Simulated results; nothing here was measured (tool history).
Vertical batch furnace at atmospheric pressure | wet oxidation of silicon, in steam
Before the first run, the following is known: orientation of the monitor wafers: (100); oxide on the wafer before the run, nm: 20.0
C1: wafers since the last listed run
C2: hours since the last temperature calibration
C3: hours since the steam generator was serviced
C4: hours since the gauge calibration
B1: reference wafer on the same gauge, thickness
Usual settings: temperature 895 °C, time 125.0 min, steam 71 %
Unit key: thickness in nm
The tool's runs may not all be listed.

run 1 hour=0.0 | temperature=901 time=125.0 steam=71 | C1=0 C2=3139.2 C3=2113.0 C4=1088.4 | B1=185.03 | thickness=240.40
run 2 hour=93.4 | temperature=901 time=125.0 steam=71 | C1=990 C2=3232.6 C3=2206.4 C4=1181.8 | B1=185.01 | thickness=239.76
run 3 hour=169.0 | temperature=901 time=125.0 steam=71 | C1=801 C2=3308.2 C3=2282.0 C4=1257.4 | B1=185.00 | thickness=239.98
run 4 hour=276.7 | temperature=895 time=106.0 steam=71 | C1=1141 C2=3415.9 C3=2389.7 C4=1365.1 | B1=185.00 | thickness=196.31
run 5 hour=403.4 | temperature=895 time=106.0 steam=71 | C1=1343 C2=3542.6 C3=2516.4 C4=1491.8 | B1=184.95 | thickness=196.79
run 6 hour=496.6 | temperature=895 time=125.0 steam=71 | C1=988 C2=3635.8 C3=2609.6 C4=1585.0 | B1=184.98 | thickness=223.17
run 7 hour=577.2 | temperature=895 time=143.0 steam=76 | C1=854 C2=3716.4 C3=2690.2 C4=1665.6 | B1=185.00 | thickness=264.30
run 8 hour=621.5 | temperature=895 time=143.0 steam=76 | C1=469 C2=3760.7 C3=2734.5 C4=1709.9 | B1=185.04 | thickness=265.47
-- hour=669.6 steam generator serviced
run 9 hour=712.5 | temperature=895 time=143.0 steam=76 | C1=710 C2=3851.7 C3=42.9 C4=1800.9 | B1=185.00 | thickness=272.97
-- hour=739.7 thermocouples replaced and temperature profile calibrated
run 10 hour=766.2 | temperature=895 time=125.0 steam=71 | C1=314 C2=26.5 C3=96.6 C4=1854.6 | B1=184.99 | thickness=223.58
run 11 hour=863.4 | temperature=895 time=125.0 steam=71 | C1=1030 C2=123.7 C3=193.8 C4=1951.8 | B1=185.08 | thickness=221.98
run 12 hour=968.4 | temperature=895 time=125.0 steam=71 | C1=1113 C2=228.7 C3=298.8 C4=2056.8 | B1=185.13 | thickness=222.14
run 13 hour=1010.6 | temperature=895 time=149.5 steam=75 | C1=447 C2=270.9 C3=341.0 C4=2099.0 | B1=184.91 | thickness=267.77
-- hour=1040.9 gauge calibrated
run 14 hour=1092.0 | temperature=895 time=149.5 steam=75 | C1=862 C2=352.3 C3=422.4 C4=51.1 | B1=184.97 | thickness=265.90
run 15 hour=1131.5 | temperature=879 time=70.0 steam=71 | C1=418 C2=391.8 C3=461.9 C4=90.6 | B1=184.97 | thickness=113.88
run 16 hour=1181.2 | temperature=895 time=125.0 steam=71 | C1=526 C2=441.5 C3=511.6 C4=140.3 | B1=184.96 | thickness=221.77
run 17 hour=1257.3 | temperature=871 time=86.0 steam=66 | C1=806 C2=517.6 C3=587.7 C4=216.4 | B1=185.02 | thickness=112.52
run 18 hour=1296.2 | temperature=895 time=125.0 steam=71 | C1=412 C2=556.5 C3=626.6 C4=255.3 | B1=184.95 | thickness=221.00
run 19 hour=1370.8 | temperature=915 time=67.5 steam=82 | C1=790 C2=631.1 C3=701.2 C4=329.9 | B1=185.02 | thickness=191.95

For run 20, what comes out?
run 20 hour=1440.8 | temperature=895 time=125.0 steam=71 | C1=742 C2=701.1 C3=771.2 C4=399.9 | B1=? | thickness=?

B1: 184.98
thickness: 219.55 nm
Minus the tool's unlogged condition, the same run would have read thickness 223.44 nm.
